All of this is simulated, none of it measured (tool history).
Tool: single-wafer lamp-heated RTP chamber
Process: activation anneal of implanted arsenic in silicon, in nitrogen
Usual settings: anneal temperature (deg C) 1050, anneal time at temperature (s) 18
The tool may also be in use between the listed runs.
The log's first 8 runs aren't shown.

run	hour	anneal temperature (deg C)	anneal time at temperature (s)	wafers since the last listed run	wafers since the last pyrometer calibration	wafers since the reflector plate was cleaned	hours since the gauge calibration	read-back reference wafer on the same gauge, sheet resistance	sheet resistance of the implanted and annealed layer (ohm/square)
# hour 448.1: reflector plate cleaned
9	467.8	1050	18	461	7956	237	2402.2	167.11	171.69
10	523.6	1050	18	671	8628	908	2458.0	167.12	171.76
# hour 552.7: pyrometer window cleaned and pyrometer calibrated
11	605.7	1050	18	892	638	1801	2540.1	167.02	172.03
12	648.5	1050	18	515	1153	2316	2582.9	167.10	172.98
13	706.9	1050	18	703	1856	3019	2641.3	166.93	170.88
14	803.3	1050	18	1160	3017	4180	2737.7	166.86	171.57
15	882.9	1050	13	958	3975	5138	2817.3	167.32	174.98
16	944.7	1050	23	744	4719	5882	2879.1	166.93	167.45
17	999.2	1041	28	656	5376	6538	2933.6	166.87	166.18
18	1093.9	1050	18	1140	6516	7678	3028.3	167.45	169.34
# hour 1185.1: pyrometer window cleaned and pyrometer calibrated
19	1185.6	1026	8	1007	6	8686	3120.0	166.55	189.02
# hour 1195.6: reflector plate cleaned
20	1280.3	1074	21	1043	1050	1019	3214.7	167.09	162.53
21	1322.1	1065	18	503	1553	1523	3256.5	167.03	167.06

Forecast run 22:
22	1369.7	1050	14	573	2126	2096	3304.1	?	?

{"run 22": {"read-back reference wafer on the same gauge, sheet resistance": 166.91, "sheet resistance of the implanted and annealed layer (ohm/square)": 173.99}}
Without the tool's hidden state the same run would have given sheet resistance of the implanted and annealed layer (ohm/square) 174.31.
